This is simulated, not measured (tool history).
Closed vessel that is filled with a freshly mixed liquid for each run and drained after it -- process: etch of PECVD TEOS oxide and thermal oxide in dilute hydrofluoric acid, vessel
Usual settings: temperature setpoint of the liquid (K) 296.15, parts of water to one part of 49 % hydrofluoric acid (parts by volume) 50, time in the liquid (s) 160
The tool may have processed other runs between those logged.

| run | hour | temperature setpoint of the liquid (K) | parts of water to one part of 49 % hydrofluoric acid (parts by volume) | time in the liquid (s) | wafers since the last listed run | hours since the thermometer was replaced | hours since the hydrofluoric acid flow meter was replaced | hours since the gauge calibration | read-back film thickness of the PECVD TEOS oxide reference wafer, read on the same gauge (nm) | read-back film thickness of the thermal oxide reference wafer, read on the same gauge (nm) | thickness taken off the PECVD TEOS oxide on a monitor wafer (Å) | thickness taken off the thermal oxide on a monitor wafer (Å) |
|---|---|---|---|---|---|---|---|---|---|---|---|---|
| 1 | 0.0 | 296.15 | 50 | 185 | 0 | 2396.7 | 2003.9 | 531.7 | 49.99 | 89.98 | 440.6 | 165.9 |
| 2 | 16.0 | 296.15 | 50 | 160 | 1785 | 2412.7 | 2019.9 | 547.7 | 49.99 | 89.96 | 379.7 | 144.2 |
| 3 | 56.0 | 293.15 | 50 | 160 | 4463 | 2452.7 | 2059.9 | 587.7 | 50.00 | 90.00 | 333.1 | 125.2 |
| 4 | 78.5 | 296.15 | 50 | 160 | 2510 | 2475.2 | 2082.4 | 610.2 | 50.00 | 90.03 | 377.7 | 143.3 |
| 5 | 106.7 | 300.15 | 45 | 160 | 3147 | 2503.4 | 2110.6 | 638.4 | 50.00 | 90.04 | 503.8 | 187.9 |
| 6 | 129.2 | 300.15 | 45 | 160 | 2510 | 2525.9 | 2133.1 | 660.9 | 50.01 | 89.98 | 503.7 | 189.5 |
| 7 | 161.3 | 300.15 | 45 | 160 | 3582 | 2558.0 | 2165.2 | 693.0 | 50.00 | 90.00 | 498.5 | 190.9 |
|  | 168.5 | thermometer replaced |
| 8 | 196.6 | 296.15 | 50 | 160 | 3827 | 28.1 | 2200.5 | 728.3 | 50.00 | 90.01 | 358.0 | 135.0 |
| 9 | 215.1 | 296.15 | 60 | 190 | 2064 | 46.6 | 2219.0 | 746.8 | 50.01 | 90.02 | 350.5 | 132.3 |
|  | 240.4 | gauge calibrated |
| 10 | 245.5 | 299.15 | 60 | 160 | 3392 | 77.0 | 2249.4 | 5.1 | 50.00 | 89.98 | 331.7 | 126.2 |
| 11 | 275.5 | 292.65 | 60 | 80 | 3347 | 107.0 | 2279.4 | 35.1 | 49.99 | 89.99 | 127.2 | 47.8 |
| 12 | 304.5 | 291.65 | 70 | 160 | 3236 | 136.0 | 2308.4 | 64.1 | 50.01 | 90.01 | 204.3 | 77.1 |
|  | 349.1 | hydrofluoric acid flow meter replaced |
|  | 363.7 | thermometer replaced, repeated, since the last time left the tool worse |
| 13 | 401.6 | 296.15 | 50 | 160 | 10613 | 37.9 | 52.5 | 161.2 | 50.01 | 90.00 | 408.4 | 152.8 |
| 14 | 436.9 | 296.15 | 60 | 160 | 3939 | 73.2 | 87.8 | 196.5 | 50.01 | 90.02 | 335.9 | 125.0 |
| 15 | 472.1 | 293.15 | 50 | 80 | 3928 | 108.4 | 123.0 | 231.7 | 50.00 | 90.00 | 178.5 | 67.7 |
| 16 | 490.0 | 296.15 | 60 | 160 | 1997 | 126.3 | 140.9 | 249.6 | 50.00 | 90.00 | 334.2 | 124.4 |
| 17 | 515.0 | 296.15 | 50 | 205 | 2789 | 151.3 | 165.9 | 274.6 | 50.00 | 89.96 | 520.5 | 195.0 |
| 18 | 540.1 | 297.65 | 50 | 185 | 2801 | 176.4 | 191.0 | 299.7 | 49.99 | 89.98 | 495.5 | 188.9 |
| 19 | 571.7 | 291.65 | 60 | 195 | 3526 | 208.0 | 222.6 | 331.3 | 50.01 | 89.97 | 334.4 | 127.9 |
| 20 | 607.7 | 296.15 | 70 | 160 | 4017 | 244.0 | 258.6 | 367.3 | 50.00 | 90.02 | 281.8 | 105.3 |
| 21 | 643.6 | 296.15 | 50 | 160 | 4006 | 279.9 | 294.5 | 403.2 | 50.00 | 90.02 | 405.3 | 152.9 |
| 22 | 661.7 | 298.65 | 65 | 160 | 2019 | 298.0 | 312.6 | 421.3 | 49.98 | 90.01 | 338.8 | 127.8 |
| 23 | 696.9 | 292.65 | 60 | 160 | 3928 | 333.2 | 347.8 | 456.5 | 50.01 | 89.98 | 286.3 | 108.5 |
| 24 | 717.3 | 296.15 | 50 | 160 | 2276 | 353.6 | 368.2 | 476.9 | 50.03 | 89.98 | 403.1 | 150.7 |
| 25 | 744.8 | 296.15 | 50 | 125 | 3068 | 381.1 | 395.7 | 504.4 | 50.01 | 89.98 | 314.4 | 119.2 |
| 26 | 768.0 | 296.15 | 50 | 90 | 2589 | 404.3 | 418.9 | 527.6 | 49.99 | 90.00 | 227.6 | 85.3 |
| 27 | 799.0 | 299.65 | 40 | 230 | 3459 | 435.3 | 449.9 | 558.6 | 50.00 | 90.01 | 848.1 | 319.3 |

Run-by-run hidden state of the tool:
hydrofluoric acid flow below the setpoint (%): 0 at every run
gauge reads high (%): 0 at every run
H1: liquid colder than its thermometer reads (K)
| run | H1 |
|---|---|
| 1 | 1.63 |
| 2 | 1.64 |
| 3 | 1.66 |
| 4 | 1.67 |
| 5 | 1.69 |
| 6 | 1.71 |
| 7 | 1.73 |
| 8 | 3.15 |
| 9 | 3.16 |
| 10 | 3.18 |
| 11 | 3.2 |
| 12 | 3.21 |
| 13 | 0.0598 |
| 14 | 0.0819 |
| 15 | 0.104 |
| 16 | 0.115 |
| 17 | 0.131 |
| 18 | 0.146 |
| 19 | 0.166 |
| 20 | 0.189 |
| 21 | 0.211 |
| 22 | 0.222 |
| 23 | 0.244 |
| 24 | 0.257 |
| 25 | 0.274 |
| 26 | 0.289 |
| 27 | 0.308 |
